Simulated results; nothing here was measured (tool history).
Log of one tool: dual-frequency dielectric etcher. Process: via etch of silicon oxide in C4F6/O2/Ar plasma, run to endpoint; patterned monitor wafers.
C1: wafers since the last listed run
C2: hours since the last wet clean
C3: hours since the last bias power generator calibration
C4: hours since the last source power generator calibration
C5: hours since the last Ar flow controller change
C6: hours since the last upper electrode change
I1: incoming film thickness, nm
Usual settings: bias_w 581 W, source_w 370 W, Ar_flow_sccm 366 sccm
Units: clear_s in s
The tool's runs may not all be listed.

{"run": 1, "hour": 0.0, "bias_w": 581, "source_w": 370, "Ar_flow_sccm": 409, "C1": 0, "C2": 137.6, "C3": 2002.5, "C4": 1557.6, "C5": 1533.2, "C6": 4732.9, "I1": 63.7, "clear_s": 14.7}
{"run": 2, "hour": 23.9, "bias_w": 581, "source_w": 370, "Ar_flow_sccm": 409, "C1": 209, "C2": 161.5, "C3": 2026.4, "C4": 1581.5, "C5": 1557.1, "C6": 4756.8, "I1": 63.3, "clear_s": 14.5}
{"run": 3, "hour": 41.1, "bias_w": 673, "source_w": 370, "Ar_flow_sccm": 366, "C1": 150, "C2": 178.7, "C3": 2043.6, "C4": 1598.7, "C5": 1574.3, "C6": 4774.0, "I1": 63.6, "clear_s": 13.8}
{"run": 4, "hour": 65.7, "bias_w": 480, "source_w": 370, "Ar_flow_sccm": 366, "C1": 215, "C2": 203.3, "C3": 2068.2, "C4": 1623.3, "C5": 1598.9, "C6": 4798.6, "I1": 63.3, "clear_s": 15.5}
{"run": 5, "hour": 81.7, "bias_w": 480, "source_w": 370, "Ar_flow_sccm": 366, "C1": 140, "C2": 219.3, "C3": 2084.2, "C4": 1639.3, "C5": 1614.9, "C6": 4814.6, "I1": 63.1, "clear_s": 15.4}
{"run": 6, "hour": 104.3, "bias_w": 546, "source_w": 370, "Ar_flow_sccm": 366, "C1": 197, "C2": 241.9, "C3": 2106.8, "C4": 1661.9, "C5": 1637.5, "C6": 4837.2, "I1": 62.4, "clear_s": 14.6}
{"run": 7, "hour": 136.4, "bias_w": 581, "source_w": 340, "Ar_flow_sccm": 366, "C1": 281, "C2": 274.0, "C3": 2138.9, "C4": 1694.0, "C5": 1669.6, "C6": 4869.3, "I1": 63.5, "clear_s": 14.8}
{"hour": 141.0, "done": "bias power generator calibrated"}
{"run": 8, "hour": 160.7, "bias_w": 581, "source_w": 370, "Ar_flow_sccm": 366, "C1": 177, "C2": 298.3, "C3": 19.7, "C4": 1718.3, "C5": 1693.9, "C6": 4893.6, "I1": 63.2, "clear_s": 14.4}
{"run": 9, "hour": 196.4, "bias_w": 581, "source_w": 370, "Ar_flow_sccm": 366, "C1": 312, "C2": 334.0, "C3": 55.4, "C4": 1754.0, "C5": 1729.6, "C6": 4929.3, "I1": 63.4, "clear_s": 14.4}
{"run": 10, "hour": 232.3, "bias_w": 581, "source_w": 370, "Ar_flow_sccm": 366, "C1": 314, "C2": 369.9, "C3": 91.3, "C4": 1789.9, "C5": 1765.5, "C6": 4965.2, "I1": 62.7, "clear_s": 14.3}
{"run": 11, "hour": 258.7, "bias_w": 581, "source_w": 370, "Ar_flow_sccm": 420, "C1": 231, "C2": 396.3, "C3": 117.7, "C4": 1816.3, "C5": 1791.9, "C6": 4991.6, "I1": 63.3, "clear_s": 14.6}
{"run": 12, "hour": 285.9, "bias_w": 581, "source_w": 370, "Ar_flow_sccm": 366, "C1": 238, "C2": 423.5, "C3": 144.9, "C4": 1843.5, "C5": 1819.1, "C6": 5018.8, "I1": 63.3, "clear_s": 14.3}
{"run": 13, "hour": 302.1, "bias_w": 497, "source_w": 320, "Ar_flow_sccm": 278, "C1": 141, "C2": 439.7, "C3": 161.1, "C4": 1859.7, "C5": 1835.3, "C6": 5035.0, "I1": 62.7, "clear_s": 15.4}
{"run": 14, "hour": 330.8, "bias_w": 726, "source_w": 400, "Ar_flow_sccm": 366, "C1": 251, "C2": 468.4, "C3": 189.8, "C4": 1888.4, "C5": 1864.0, "C6": 5063.7, "I1": 62.9, "clear_s": 12.8}
{"run": 15, "hour": 363.8, "bias_w": 691, "source_w": 280, "Ar_flow_sccm": 366, "C1": 288, "C2": 501.4, "C3": 222.8, "C4": 1921.4, "C5": 1897.0, "C6": 5096.7, "I1": 63.3, "clear_s": 14.5}
{"hour": 383.7, "done": "Ar flow controller replaced"}
{"run": 16, "hour": 390.0, "bias_w": 474, "source_w": 280, "Ar_flow_sccm": 297, "C1": 176, "C2": 527.6, "C3": 249.0, "C4": 1947.6, "C5": 6.3, "C6": 5122.9, "I1": 63.1, "clear_s": 16.4}
{"hour": 424.6, "done": "upper electrode replaced"}
{"run": 17, "hour": 425.1, "bias_w": 680, "source_w": 330, "Ar_flow_sccm": 366, "C1": 97, "C2": 562.7, "C3": 284.1, "C4": 1982.7, "C5": 41.4, "C6": 0.5, "I1": 63.4, "clear_s": 14.0}
{"run": 18, "hour": 450.1, "bias_w": 640, "source_w": 370, "Ar_flow_sccm": 414, "C1": 218, "C2": 587.7, "C3": 309.1, "C4": 2007.7, "C5": 66.4, "C6": 25.5, "I1": 63.3, "clear_s": 13.9}
{"run": 19, "hour": 470.1, "bias_w": 581, "source_w": 340, "Ar_flow_sccm": 366, "C1": 175, "C2": 607.7, "C3": 329.1, "C4": 2027.7, "C5": 86.4, "C6": 45.5, "I1": 63.5, "clear_s": 14.6}
{"hour": 509.0, "done": "wet clean of the chamber"}
{"run": 20, "hour": 509.5, "bias_w": 641, "source_w": 340, "Ar_flow_sccm": 366, "C1": 134, "C2": 0.5, "C3": 368.5, "C4": 2067.1, "C5": 125.8, "C6": 84.9, "I1": 63.1, "clear_s": 14.3}
{"run": 21, "hour": 522.5, "bias_w": 539, "source_w": 370, "Ar_flow_sccm": 366, "C1": 113, "C2": 13.5, "C3": 381.5, "C4": 2080.1, "C5": 138.8, "C6": 97.9, "I1": 62.0, "clear_s": 14.6}
{"hour": 540.5, "done": "source power generator calibrated"}
{"run": 22, "hour": 541.0, "bias_w": 538, "source_w": 370, "Ar_flow_sccm": 423, "C1": 126, "C2": 32.0, "C3": 400.0, "C4": 0.5, "C5": 157.3, "C6": 116.4, "I1": 63.2, "clear_s": 15.2}
{"run": 23, "hour": 570.9, "bias_w": 581, "source_w": 430, "Ar_flow_sccm": 366, "C1": 261, "C2": 61.9, "C3": 429.9, "C4": 30.4, "C5": 187.2, "C6": 146.3, "I1": 63.3, "clear_s": 13.9}
{"run": 24, "hour": 599.3, "bias_w": 581, "source_w": 370, "Ar_flow_sccm": 366, "C1": 248, "C2": 90.3, "C3": 458.3, "C4": 58.8, "C5": 215.6, "C6": 174.7, "I1": 63.8, "clear_s": 14.5}
{"run": 25, "hour": 622.0, "bias_w": 463, "source_w": 330, "Ar_flow_sccm": 337, "C1": 198, "C2": 113.0, "C3": 481.0, "C4": 81.5, "C5": 238.3, "C6": 197.4, "I1": 63.6, "clear_s": 16.3}
{"run": 26, "hour": 649.7, "bias_w": 581, "source_w": 320, "Ar_flow_sccm": 366, "C1": 242, "C2": 140.7, "C3": 508.7, "C4": 109.2, "C5": 266.0, "C6": 225.1, "I1": 63.7, "clear_s": 15.2}
{"run": 27, "hour": 663.7, "bias_w": 538, "source_w": 440, "Ar_flow_sccm": 394, "C1": 122, "C2": 154.7, "C3": 522.7, "C4": 123.2, "C5": 280.0, "C6": 239.1, "I1": 62.7, "clear_s": 14.2}
{"run": 28, "hour": 698.6, "bias_w": 581, "source_w": 370, "Ar_flow_sccm": 301, "C1": 305, "C2": 189.6, "C3": 557.6, "C4": 158.1, "C5": 314.9, "C6": 274.0, "I1": 62.8, "clear_s": 14.1}
{"run": 29, "hour": 726.5, "bias_w": 581, "source_w": 370, "Ar_flow_sccm": 366, "C1": 244, "C2": 217.5, "C3": 585.5, "C4": 186.0, "C5": 342.8, "C6": 301.9, "I1": 63.8, "clear_s": 14.6}

Measured less the same run without the tool's hidden state. The same run-to-run variation is in both; the gauge's scatter may not be:
The hidden state here: etch rate over this chamber's usual, %; bias power that arrives over what is set, %; source power that arrives over what is set, %; Ar flow that arrives over what is set, %.
run=1 clear_s=-0.2
run=2 clear_s=-0.2
run=3 clear_s=-0.1
run=4 clear_s=-0.2
run=5 clear_s=-0.2
run=6 clear_s=-0.1
run=7 clear_s=-0.2
run=8 clear_s=-0.2
run=9 clear_s=-0.2
run=10 clear_s=-0.2
run=11 clear_s=-0.2
run=12 clear_s=-0.3
run=13 clear_s=-0.3
run=14 clear_s=-0.2
run=15 clear_s=-0.3
run=16 clear_s=-0.4
run=17 clear_s=-0.4
run=18 clear_s=-0.4
run=19 clear_s=-0.4
run=20 clear_s=-0.1
run=21 clear_s=-0.1
run=22 clear_s=+0.0
run=23 clear_s=-0.1
run=24 clear_s=-0.1
run=25 clear_s=-0.1
run=26 clear_s=-0.2
run=27 clear_s=-0.1
run=28 clear_s=-0.1
run=29 clear_s=-0.1
